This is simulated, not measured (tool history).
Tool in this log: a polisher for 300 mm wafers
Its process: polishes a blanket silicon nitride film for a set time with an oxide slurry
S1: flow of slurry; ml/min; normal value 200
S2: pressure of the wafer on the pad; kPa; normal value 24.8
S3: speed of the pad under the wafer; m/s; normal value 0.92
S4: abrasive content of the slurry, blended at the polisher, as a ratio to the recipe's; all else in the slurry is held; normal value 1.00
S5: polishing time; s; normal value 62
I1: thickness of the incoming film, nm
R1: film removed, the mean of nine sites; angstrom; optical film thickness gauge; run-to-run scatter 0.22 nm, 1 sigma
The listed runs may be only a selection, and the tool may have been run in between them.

| run | hour | S1 | S2 | S3 | S4 | S5 | I1 | R1 |
|---|---|---|---|---|---|---|---|---|
| 1 | 0.0 | 200 | 24.8 | 0.92 | 1.05 | 62 | 437.2 | 345 |
|  | 42.1 | worn pad replaced by a new one |
| 2 | 42.5 | 200 | 24.8 | 0.92 | 1.05 | 62 | 425.5 | 345 |
| 3 | 49.6 | 200 | 24.8 | 0.92 | 1.05 | 62 | 431.0 | 346 |
| 4 | 67.2 | 200 | 24.8 | 0.92 | 1.00 | 62 | 432.5 | 336 |
| 5 | 77.2 | 200 | 24.8 | 0.92 | 1.00 | 62 | 428.2 | 337 |
| 6 | 89.7 | 200 | 24.8 | 0.92 | 1.00 | 62 | 425.7 | 335 |
| 7 | 96.2 | 200 | 24.8 | 0.92 | 1.00 | 48 | 428.0 | 264 |
|  | 106.9 | conditioning disc replaced and pad reconditioned |
| 8 | 109.7 | 200 | 24.8 | 0.92 | 1.00 | 62 | 434.0 | 338 |
| 9 | 124.0 | 200 | 31.7 | 0.70 | 1.15 | 75 | 423.6 | 448 |
| 10 | 134.0 | 255 | 24.8 | 1.16 | 0.85 | 47 | 434.6 | 286 |
|  | 138.4 | worn pad replaced by a new one |
| 11 | 141.6 | 200 | 24.8 | 0.92 | 1.00 | 62 | 433.1 | 333 |
| 12 | 149.8 | 145 | 24.8 | 0.76 | 0.70 | 62 | 423.3 | 220 |
| 13 | 156.9 | 200 | 24.8 | 1.24 | 1.00 | 74 | 434.2 | 509 |
| 14 | 164.7 | 235 | 31.7 | 0.92 | 1.00 | 62 | 437.4 | 441 |
| 15 | 176.3 | 200 | 24.8 | 0.92 | 1.00 | 62 | 438.5 | 332 |
| 16 | 186.6 | 200 | 24.8 | 0.92 | 1.00 | 62 | 434.4 | 337 |
|  | 195.1 | slurry nozzle cleaned |
| 17 | 200.9 | 265 | 24.8 | 1.08 | 1.00 | 62 | 425.5 | 396 |
|  | 214.0 | slurry blender recalibrated |
| 18 | 214.5 | 200 | 24.8 | 0.92 | 1.10 | 62 | 439.3 | 359 |
|  | 224.6 | worn pad replaced by a new one |
| 19 | 225.1 | 180 | 24.8 | 0.84 | 1.00 | 54 | 431.5 | 270 |
| 20 | 239.3 | 225 | 24.8 | 0.92 | 0.90 | 62 | 430.3 | 321 |
| 21 | 250.1 | 165 | 24.8 | 0.64 | 0.90 | 71 | 421.3 | 265 |
| 22 | 257.0 | 200 | 33.1 | 0.92 | 1.00 | 62 | 428.7 | 452 |
| 23 | 273.3 | 200 | 24.8 | 0.92 | 1.00 | 62 | 427.3 | 340 |
| 24 | 280.3 | 200 | 24.8 | 0.66 | 1.00 | 72 | 434.8 | 301 |
| 25 | 296.1 | 200 | 24.8 | 0.92 | 0.80 | 62 | 429.5 | 298 |

Here are 5 independent what-if runs from the current tool condition. What would each one return?
| A | 296.5 | 200 | 24.8 | 1.08 | 1.00 | 62 | 425.7 | ? |
| B | 296.5 | 155 | 33.1 | 0.92 | 1.00 | 43 | 425.7 | ? |
| C | 296.5 | 200 | 28.3 | 0.82 | 1.00 | 78 | 425.7 | ? |
| D | 296.5 | 260 | 17.2 | 0.92 | 1.25 | 62 | 425.7 | ? |
| E | 296.5 | 200 | 24.8 | 0.92 | 1.20 | 62 | 425.7 | ? |

| run | R1 |
|---|---|
| A | 381 |
| B | 297 |
| C | 438 |
| D | 267 |
| E | 366 |
Stripped of hidden state, with their random variation kept, the same runs would have yielded:
| run | R1 |
|---|---|
| A | 381 |
| B | 297 |
| C | 438 |
| D | 267 |
| E | 366 |

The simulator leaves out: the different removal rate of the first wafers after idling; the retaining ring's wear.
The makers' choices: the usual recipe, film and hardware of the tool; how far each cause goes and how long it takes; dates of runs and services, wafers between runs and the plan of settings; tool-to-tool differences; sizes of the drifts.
